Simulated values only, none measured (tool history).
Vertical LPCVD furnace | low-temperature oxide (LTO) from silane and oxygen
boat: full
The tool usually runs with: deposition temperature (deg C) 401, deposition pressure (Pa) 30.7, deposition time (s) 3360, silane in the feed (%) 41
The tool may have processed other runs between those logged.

run	day	deposition temperature (deg C)	deposition pressure (Pa)	deposition time (s)	silane in the feed (%)	read-back reference wafer on the same gauge, thickness	film thickness on the monitor wafer in the middle of the boat (Å)
1	0	401	30.7	3360	41	459.9	5336.4
# day 1.729: gauge calibrated
2	4.496	401	30.7	3360	41	460.26	5325.5
3	8.158	401	30.7	3360	41	460.13	5302.9
4	11.092	401	30.7	3360	41	459.95	5346.3
5	13.288	401	30.7	3360	41	460.08	5336.7
6	17.062	401	30.7	3360	41	460.07	5307.5
7	19.762	395	30.7	3360	41	460.06	4947.5
8	21.475	401	25.3	3360	41	460.19	4391.1
9	24.5	401	30.7	3990	41	460.28	6266.1
10	28.788	401	30.7	3990	41	459.85	6255
# day 29.842: silane flow controller replaced
11	31.646	401	30.7	3360	41	459.93	5530.8
12	33.354	401	30.7	3360	41	460.03	5540.3
13	36.308	401	30.7	3360	41	460.01	5540.6
14	40.108	401	30.7	3360	41	459.76	5513.8
15	42.588	394	36.7	3360	35	459.89	5017.6
# day 43.733: thermocouples replaced and temperature profile calibrated
16	44.721	401	30.7	3360	41	459.58	5563.3
# day 46.688: gauge calibrated
17	48.692	401	30.7	3360	41	460.29	5520.2
18	51.467	396	27.3	2640	41	459.91	3673.6
19	53.062	401	30.7	3360	41	459.99	5546.2
20	63.133	392	30.7	3360	45	460.3	5545.8
21	66.154	412	27.3	2370	49	459.77	4645.2
# day 67.888: pressure gauge zeroed
22	67.908	396	30.7	3810	41	459.96	5964.9
23	70.021	390	30.7	3750	41	459.89	5443.4
24	74.154	401	30.7	4170	41	460.07	6832.1
25	76.158	401	30.7	3360	44	460.02	5987.6
26	80.308	401	33.3	2490	41	459.66	4450.6
27	82.188	401	30.7	3360	41	460.08	5535.1
28	86.204	401	28	3360	35	459.95	4122.6
29	90.029	394	26	2610	46	459.92	3802.9

Per-run results on a tool with no hidden state, each run keeping its own random variation:
Unlogged tool condition in this case: true tube temperature minus thermocouple reading, K; true pressure minus gauge reading, mTorr; deviation of the silane flow from its setpoint, %; gauge reads high (%).
run	film thickness on the monitor wafer in the middle of the boat (Å)
1	5541
2	5541.5
3	5527.8
4	5581.1
5	5577.3
6	5557.6
7	5192.4
8	4608.8
9	6587.6
10	6591.7
11	5548.3
12	5557.9
13	5558.4
14	5532
15	5039.4
16	5582.4
17	5540.1
18	3687.6
19	5567.5
20	5567.2
21	4658.9
22	5995
23	5472.6
24	6870.5
25	6018
26	4478.9
27	5571.6
28	4160
29	3826.4
